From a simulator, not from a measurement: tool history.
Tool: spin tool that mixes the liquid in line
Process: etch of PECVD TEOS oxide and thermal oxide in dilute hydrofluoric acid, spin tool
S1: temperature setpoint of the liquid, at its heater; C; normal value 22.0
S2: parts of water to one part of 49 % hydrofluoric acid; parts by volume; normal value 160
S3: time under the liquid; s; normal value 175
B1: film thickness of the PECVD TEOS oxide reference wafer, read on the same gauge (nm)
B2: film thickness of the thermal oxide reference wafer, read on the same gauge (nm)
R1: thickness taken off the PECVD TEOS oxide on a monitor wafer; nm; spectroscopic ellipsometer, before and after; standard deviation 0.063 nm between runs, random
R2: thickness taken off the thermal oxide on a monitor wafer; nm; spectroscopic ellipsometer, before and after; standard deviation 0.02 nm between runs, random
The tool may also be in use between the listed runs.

run,hour,S1,S2,S3,B1,B2,R1,R2
1,0.0,25.5,160,100,29.89,149.445,9.83,2.803
2,16.8,25.5,160,100,29.87,149.369,9.85,2.831
3,38.4,22.0,160,175,29.84,149.288,15.08,4.356
4,65.9,22.0,160,175,29.82,149.122,15.05,4.340
5,95.1,22.0,160,175,29.77,148.842,15.06,4.327
6,116.9,22.0,160,175,29.72,148.683,14.99,4.347
7,138.4,22.0,160,175,29.69,148.489,15.03,4.303
8,158.0,22.0,160,175,29.67,148.286,15.00,4.300
9,202.1,22.0,160,175,30.05,150.245,15.28,4.381
10,217.5,22.0,160,175,30.04,150.217,15.09,4.342
11,229.6,22.0,160,175,30.05,150.147,15.11,4.380
12,251.0,22.0,160,175,30.03,150.135,15.07,4.365
13,268.3,22.0,180,175,30.02,150.102,13.16,3.808
14,303.3,26.0,140,205,29.99,149.980,24.24,6.966
15,338.6,26.0,95,270,29.97,149.832,49.81,14.278
16,373.2,22.0,160,175,29.94,149.678,15.00,4.339
17,408.3,22.0,160,90,29.89,149.389,7.71,2.229
18,493.1,24.0,160,215,29.74,148.666,19.88,5.784
19,526.9,20.0,225,205,29.64,148.313,10.80,3.138
20,539.3,27.0,160,175,29.63,148.136,18.08,5.202

Put back what was entered between runs (3 entries, withheld): which listed runs does each sit between, and how does the hidden state differ from the listed run before to the listed run after?
In the gap between runs 8 and 9: gauge calibrated (hour 187.6)
  gauge reads high (%): -1.14 -> 0.137
  measured minus no-state result, R1: -0.17 -> +0.02 nm; R2: -0.050 -> +0.006 nm
In the gap between runs 14 and 15: thermometer replaced (hour 323.2)
  gauge reads high (%): -0.00838 -> -0.113
  measured minus no-state result, R1: +0.00 -> -0.06 nm; R2: -0.001 -> -0.016 nm
In the gap between runs 16 and 17: hydrofluoric acid flow meter replaced (hour 387.8)
  gauge reads high (%): -0.241 -> -0.399
  measured minus no-state result, R1: -0.04 -> -0.03 nm; R2: -0.011 -> -0.008 nm
